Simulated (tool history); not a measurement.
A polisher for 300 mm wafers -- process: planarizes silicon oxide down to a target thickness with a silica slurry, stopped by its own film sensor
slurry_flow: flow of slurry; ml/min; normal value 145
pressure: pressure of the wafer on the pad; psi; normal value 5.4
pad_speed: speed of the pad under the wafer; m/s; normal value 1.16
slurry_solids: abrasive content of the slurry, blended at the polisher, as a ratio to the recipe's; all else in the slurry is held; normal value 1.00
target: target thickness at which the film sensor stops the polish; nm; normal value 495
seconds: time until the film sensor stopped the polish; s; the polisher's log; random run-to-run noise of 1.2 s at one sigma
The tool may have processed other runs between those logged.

| run | hour | slurry_flow | pressure | pad_speed | slurry_solids | target | wafers since the last listed run | wafers polished on this pad | hours since the slurry nozzle was cleaned | hours since the head pressure was calibrated | hours since the slurry blender was calibrated | hours since the conditioning disc was replaced | incoming thickness of the incoming film, nm | seconds |
|---|---|---|---|---|---|---|---|---|---|---|---|---|---|---|
| 1 | 0.0 | 145 | 5.4 | 1.16 | 1.00 | 495 | 0 | 2004 | 53.9 | 207.8 | 0.7 | 81.8 | 823.1 | 74.9 |
|  | 23.7 | worn pad replaced by a new one |
| 2 | 40.8 | 145 | 5.4 | 1.16 | 1.00 | 495 | 416 | 192 | 94.7 | 248.6 | 41.5 | 122.6 | 819.8 | 76.3 |
| 3 | 71.8 | 145 | 5.4 | 1.44 | 1.00 | 495 | 350 | 543 | 125.7 | 279.6 | 72.5 | 153.6 | 835.0 | 68.4 |
|  | 129.6 | conditioning disc replaced and pad reconditioned |
| 4 | 140.3 | 145 | 5.4 | 1.44 | 1.00 | 495 | 751 | 1295 | 194.2 | 348.1 | 141.0 | 10.7 | 831.9 | 69.9 |
|  | 164.3 | head pressure recalibrated |
| 5 | 165.1 | 160 | 5.4 | 1.16 | 1.00 | 495 | 257 | 1553 | 219.0 | 0.8 | 165.8 | 35.5 | 826.8 | 72.7 |
|  | 190.0 | slurry blender recalibrated |
|  | 201.1 | worn pad replaced by a new one |
| 6 | 220.2 | 145 | 5.4 | 1.16 | 1.00 | 495 | 555 | 215 | 274.1 | 55.9 | 30.2 | 90.6 | 837.9 | 80.2 |
| 7 | 244.4 | 145 | 5.4 | 1.16 | 1.00 | 495 | 273 | 489 | 298.3 | 80.1 | 54.4 | 114.8 | 826.5 | 80.0 |
| 8 | 288.5 | 145 | 5.4 | 1.16 | 1.00 | 495 | 498 | 988 | 342.4 | 124.2 | 98.5 | 158.9 | 844.1 | 89.8 |
| 9 | 341.1 | 120 | 5.4 | 1.16 | 1.00 | 495 | 594 | 1582 | 395.0 | 176.8 | 151.1 | 211.5 | 844.5 | 103.9 |
|  | 345.6 | conditioning disc replaced and pad reconditioned |
|  | 353.0 | slurry nozzle cleaned |
|  | 378.3 | worn pad replaced by a new one |
| 10 | 378.8 | 145 | 5.4 | 1.16 | 1.00 | 495 | 347 | 5 | 25.8 | 214.5 | 188.8 | 33.2 | 831.9 | 81.5 |
|  | 389.8 | slurry blender recalibrated |
| 11 | 430.5 | 145 | 4.8 | 1.44 | 1.00 | 495 | 561 | 567 | 77.5 | 266.2 | 40.7 | 84.9 | 828.1 | 75.6 |
| 12 | 463.3 | 145 | 5.4 | 1.56 | 1.00 | 495 | 370 | 938 | 110.3 | 299.0 | 73.5 | 117.7 | 846.0 | 67.0 |
| 13 | 517.8 | 145 | 5.4 | 1.16 | 1.00 | 495 | 616 | 1554 | 164.8 | 353.5 | 128.0 | 172.2 | 823.4 | 81.6 |
|  | 562.0 | head pressure recalibrated |
|  | 579.0 | conditioning disc replaced and pad reconditioned |
| 14 | 582.9 | 165 | 5.4 | 1.46 | 1.00 | 399 | 690 | 2245 | 229.9 | 20.9 | 193.1 | 3.9 | 830.7 | 82.7 |
|  | 587.8 | worn pad replaced by a new one |
|  | 624.9 | slurry blender recalibrated |
| 15 | 626.7 | 145 | 5.4 | 1.16 | 1.25 | 495 | 427 | 416 | 273.7 | 64.7 | 1.8 | 47.7 | 833.6 | 75.6 |
| 16 | 694.4 | 145 | 6.8 | 1.16 | 1.00 | 495 | 765 | 1182 | 341.4 | 132.4 | 69.5 | 115.4 | 828.6 | 70.7 |
|  | 747.1 | slurry nozzle cleaned |
| 17 | 750.7 | 145 | 5.4 | 1.52 | 0.85 | 495 | 625 | 1807 | 3.6 | 188.7 | 125.8 | 171.7 | 842.3 | 67.6 |
|  | 780.0 | worn pad replaced by a new one |
|  | 786.2 | conditioning disc replaced and pad reconditioned |
| 18 | 812.3 | 145 | 5.4 | 1.16 | 0.90 | 495 | 628 | 343 | 65.2 | 250.3 | 187.4 | 26.1 | 824.3 | 81.5 |
|  | 835.1 | slurry blender recalibrated |
| 19 | 843.7 | 145 | 5.4 | 1.16 | 1.20 | 495 | 332 | 675 | 96.6 | 281.7 | 8.6 | 57.5 | 826.3 | 73.9 |
| 20 | 882.5 | 145 | 5.4 | 1.16 | 1.00 | 495 | 438 | 1114 | 135.4 | 320.5 | 47.4 | 96.3 | 843.0 | 85.7 |
|  | 942.0 | head pressure recalibrated |
| 21 | 942.5 | 170 | 6.9 | 1.16 | 1.00 | 495 | 655 | 1770 | 195.4 | 0.5 | 107.4 | 156.3 | 840.5 | 57.8 |

Consider 3 possible next runs. They are alternatives, not a sequence: every one starts from the tool as it was left by run 21. What does each give?
| A | 942.9 | 100 | 5.4 | 1.16 | 1.00 | 495 | 4 | 1774 | 195.8 | 0.9 | 107.8 | 156.7 | 827.8 | ? |
| B | 942.9 | 110 | 5.4 | 1.16 | 1.00 | 495 | 4 | 1774 | 195.8 | 0.9 | 107.8 | 156.7 | 827.8 | ? |
| C | 942.9 | 145 | 4.2 | 0.98 | 0.80 | 418 | 4 | 1774 | 195.8 | 0.9 | 107.8 | 156.7 | 827.8 | ? |

| run | seconds |
|---|---|
| A | 80.8 |
| B | 78.3 |
| C | 139.2 |
What these runs would have given with no unlogged condition in the tool:
| run | seconds |
|---|---|
| A | 77.1 |
| B | 75.0 |
| C | 134.9 |
